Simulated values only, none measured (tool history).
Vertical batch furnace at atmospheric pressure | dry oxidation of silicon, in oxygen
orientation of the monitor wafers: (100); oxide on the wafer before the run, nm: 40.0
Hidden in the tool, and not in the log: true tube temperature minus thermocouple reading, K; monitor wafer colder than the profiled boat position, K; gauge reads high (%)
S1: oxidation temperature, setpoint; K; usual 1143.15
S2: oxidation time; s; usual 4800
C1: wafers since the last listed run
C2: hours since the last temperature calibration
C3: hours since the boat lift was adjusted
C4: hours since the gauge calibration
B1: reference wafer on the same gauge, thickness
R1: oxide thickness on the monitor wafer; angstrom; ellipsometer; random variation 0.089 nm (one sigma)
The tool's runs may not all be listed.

Run 1, hour 0.0: usual settings but S2 5730 s; C1 0; C2 1287.4; C3 1115.8; C4 270.1; B1 44.63. Result: R1 552.1 angstrom.
Run 2, hour 71.5: usual settings but S2 5730 s; C1 525; C2 1358.9; C3 1187.3; C4 341.6; B1 44.64. Result: R1 551.9 angstrom.
Run 3, hour 115.2: usual settings but S2 5730 s; C1 321; C2 1402.6; C3 1231.0; C4 385.3; B1 44.59. Result: R1 553.0 angstrom.
Run 4, hour 152.5: usual settings; C1 274; C2 1439.9; C3 1268.3; C4 422.6; B1 44.63. Result: R1 536.6 angstrom.
Run 5, hour 233.1: usual settings; C1 592; C2 1520.5; C3 1348.9; C4 503.2; B1 44.61. Result: R1 534.8 angstrom.
Run 6, hour 279.2: usual settings; C1 338; C2 1566.6; C3 1395.0; C4 549.3; B1 44.59. Result: R1 538.1 angstrom.
At hour 307.2: boat lift adjusted.
Run 7, hour 338.2: usual settings; C1 257; C2 1625.6; C3 31.0; C4 608.3; B1 44.59. Result: R1 537.3 angstrom.
Run 8, hour 427.2: usual settings but S1 1153.15 K, S2 3030 s; C1 654; C2 1714.6; C3 120.0; C4 697.3; B1 44.64. Result: R1 515.1 angstrom.
At hour 460.5: thermocouples replaced and temperature profile calibrated.
Run 9, hour 474.8: usual settings but S1 1165.15 K, S2 5940 s; C1 173; C2 14.3; C3 167.6; C4 744.9; B1 44.59. Result: R1 592.3 angstrom.
Run 10, hour 518.0: usual settings but S1 1122.15 K, S2 3390 s; C1 317; C2 57.5; C3 210.8; C4 788.1; B1 44.59. Result: R1 487.9 angstrom.
Run 11, hour 593.9: usual settings but S2 5730 s; C1 558; C2 133.4; C3 286.7; C4 864.0; B1 44.61. Result: R1 545.7 angstrom.
At hour 670.4: gauge calibrated.
Run 12, hour 673.0: usual settings but S1 1133.15 K, S2 5880 s; C1 581; C2 212.5; C3 365.8; C4 2.6; B1 44.62. Result: R1 531.9 angstrom.
Run 13, hour 910.4: usual settings but S1 1157.15 K, S2 3660 s; C1 1745; C2 449.9; C3 603.2; C4 240.0; B1 44.58. Result: R1 526.7 angstrom.
Run 14, hour 975.1: usual settings but S1 1162.15 K, S2 3000 s; C1 475; C2 514.6; C3 667.9; C4 304.7; B1 44.63. Result: R1 518.4 angstrom.
Run 15, hour 1011.3: usual settings but S2 6420 s; C1 266; C2 550.8; C3 704.1; C4 340.9; B1 44.59. Result: R1 557.5 angstrom.

Forecast each of these 4 alternatives for the next run:
Run A, hour 1017.2: usual settings but S2 2790 s; C1 43; C2 556.7; C3 710.0; C4 346.8; B1 ?. Result: R1 ?.
Run B, hour 1017.2: usual settings but S1 1157.15 K, S2 6540 s; C1 43; C2 556.7; C3 710.0; C4 346.8; B1 ?. Result: R1 ?.
Run C, hour 1017.2: usual settings but S1 1156.15 K; C1 43; C2 556.7; C3 710.0; C4 346.8; B1 ?. Result: R1 ?.
Run D, hour 1017.2: usual settings but S1 1125.15 K; C1 43; C2 556.7; C3 710.0; C4 346.8; B1 ?. Result: R1 ?.

run     B1     R1
  A  44.61  496.6
  B  44.61  588.1
  C  44.61  550.3
  D  44.61  509.4
Without the tool's hidden state the same runs would have given:
run     R1
  A  496.0
  B  586.3
  C  548.9
  D  508.5

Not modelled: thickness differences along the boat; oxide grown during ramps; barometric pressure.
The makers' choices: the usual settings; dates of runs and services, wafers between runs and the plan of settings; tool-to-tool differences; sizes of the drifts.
